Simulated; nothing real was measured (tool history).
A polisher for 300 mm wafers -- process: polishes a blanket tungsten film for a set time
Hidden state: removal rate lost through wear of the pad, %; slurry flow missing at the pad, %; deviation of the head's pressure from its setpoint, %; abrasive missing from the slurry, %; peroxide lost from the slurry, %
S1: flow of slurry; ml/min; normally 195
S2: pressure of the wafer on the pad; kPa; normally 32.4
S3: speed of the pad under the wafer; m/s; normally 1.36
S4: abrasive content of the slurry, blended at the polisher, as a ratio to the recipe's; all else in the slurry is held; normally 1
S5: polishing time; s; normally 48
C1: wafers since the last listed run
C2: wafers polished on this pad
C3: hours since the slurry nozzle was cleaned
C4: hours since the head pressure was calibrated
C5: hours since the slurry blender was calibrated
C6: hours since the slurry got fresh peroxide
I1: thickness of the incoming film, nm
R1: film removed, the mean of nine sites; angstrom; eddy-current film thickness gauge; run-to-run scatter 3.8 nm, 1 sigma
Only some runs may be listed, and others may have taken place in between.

| run | hour | S1 | S2 | S3 | S4 | S5 | C1 | C2 | C3 | C4 | C5 | C6 | I1 | R1 |
|---|---|---|---|---|---|---|---|---|---|---|---|---|---|---|
| 1 | 0 | 195 | 32.4 | 1.36 | 1.1 | 48 | 0 | 860 | 91.1 | 21.7 | 192 | 141.1 | 1082.6 | 3696 |
| 2 | 46 | 195 | 32.4 | 1.36 | 1.1 | 48 | 402 | 1262 | 137.1 | 67.7 | 238 | 187.1 | 1077.4 | 3631 |
| 3 | 98 | 195 | 32.4 | 1.36 | 1.1 | 48 | 454 | 1716 | 189.1 | 119.7 | 290 | 239.1 | 1088.3 | 3600 |
|  | 165.1 | slurry tank refilled with fresh slurry and peroxide |
| 4 | 180.5 | 195 | 32.4 | 1.36 | 1 | 48 | 712 | 2429 | 271.6 | 202.2 | 372.5 | 15.4 | 1068.6 | 3806 |
|  | 206.3 | worn pad replaced by a new one |
|  | 251.5 | slurry nozzle cleaned |
|  | 273.4 | slurry blender recalibrated |
| 5 | 274.9 | 195 | 32.4 | 1.04 | 1 | 48 | 763 | 573 | 23.4 | 296.6 | 1.5 | 109.8 | 1057.5 | 3095 |
| 6 | 331.9 | 195 | 32.4 | 1.04 | 1 | 48 | 498 | 1071 | 80.4 | 353.6 | 58.5 | 166.8 | 1098.6 | 3028 |
|  | 422.6 | slurry tank refilled with fresh slurry and peroxide |
| 7 | 432.2 | 195 | 24.8 | 1.36 | 1 | 48 | 867 | 1939 | 180.7 | 453.9 | 158.8 | 9.6 | 1074.6 | 3026 |
| 8 | 472.5 | 195 | 24.8 | 1.36 | 1 | 48 | 352 | 2291 | 221 | 494.2 | 199.1 | 49.9 | 1072.2 | 2999 |
|  | 514.4 | slurry nozzle cleaned |
|  | 538.5 | worn pad replaced by a new one, of another model than before |
| 9 | 546.8 | 160 | 32.4 | 1.36 | 1 | 48 | 605 | 72 | 32.4 | 568.5 | 273.4 | 124.2 | 1075.7 | 3432 |
| 10 | 594.7 | 160 | 32.4 | 1.36 | 1 | 48 | 418 | 491 | 80.3 | 616.4 | 321.3 | 172.1 | 1063.5 | 3422 |
| 11 | 641.5 | 160 | 32.4 | 1.36 | 1 | 48 | 409 | 900 | 127.1 | 663.2 | 368.1 | 218.9 | 1062.4 | 3386 |
|  | 703 | slurry tank refilled with fresh slurry and peroxide |
|  | 721.3 | slurry blender recalibrated |
| 12 | 721.8 | 195 | 32.4 | 1.36 | 1 | 48 | 675 | 1575 | 207.4 | 743.5 | 0.5 | 18.8 | 1085.7 | 3671 |
|  | 804.5 | worn pad replaced by a new one |
| 13 | 823 | 195 | 32.4 | 1.36 | 1.1 | 48 | 849 | 161 | 308.6 | 844.7 | 101.7 | 120 | 1089.4 | 3790 |
|  | 841.8 | slurry nozzle cleaned |
| 14 | 885 | 195 | 24.1 | 1.36 | 0.75 | 48 | 533 | 694 | 43.2 | 906.7 | 163.7 | 182 | 1078.7 | 2976 |
|  | 927.3 | head pressure recalibrated |
|  | 959.3 | slurry tank refilled with fresh slurry and peroxide |
| 15 | 967 | 195 | 32.4 | 1.36 | 1 | 34 | 690 | 1385 | 125.2 | 39.7 | 245.7 | 7.7 | 1085.9 | 2690 |
| 16 | 1040.8 | 195 | 32.4 | 1.36 | 1 | 48 | 645 | 2030 | 199 | 113.5 | 319.5 | 81.5 | 1092.8 | 3736 |
| 17 | 1110.8 | 195 | 32.4 | 1.36 | 1 | 48 | 611 | 2641 | 269 | 183.5 | 389.5 | 151.5 | 1084.3 | 3672 |
|  | 1113.9 | slurry blender recalibrated |
|  | 1120.7 | worn pad replaced by a new one |
|  | 1166.2 | slurry nozzle cleaned |
| 18 | 1196.5 | 195 | 24.8 | 1.36 | 1 | 62 | 687 | 653 | 30.3 | 269.2 | 82.6 | 237.2 | 1080.9 | 4090 |
|  | 1219.5 | slurry tank refilled with fresh slurry and peroxide |
| 19 | 1261 | 260 | 32.4 | 1.48 | 0.85 | 48 | 555 | 1208 | 94.8 | 333.7 | 147.1 | 41.5 | 1070.1 | 4078 |
| 20 | 1323.6 | 220 | 32.4 | 1.08 | 0.85 | 48 | 547 | 1756 | 157.4 | 396.3 | 209.7 | 104.1 | 1081.6 | 2971 |
| 21 | 1362.2 | 195 | 32.4 | 1.6 | 1 | 48 | 337 | 2093 | 196 | 434.9 | 248.3 | 142.7 | 1071.9 | 4287 |

Run 22 comes next. What will it give?
| 22 | 1400.7 | 265 | 32.4 | 1.36 | 1 | 57 | 336 | 2429 | 234.5 | 473.4 | 286.8 | 181.2 | 1096.1 | ? |

{"run 22": {"R1": 4663}}
With the hidden condition absent and the run-to-run variation left alone, this run would have shown R1 4862 angstrom.

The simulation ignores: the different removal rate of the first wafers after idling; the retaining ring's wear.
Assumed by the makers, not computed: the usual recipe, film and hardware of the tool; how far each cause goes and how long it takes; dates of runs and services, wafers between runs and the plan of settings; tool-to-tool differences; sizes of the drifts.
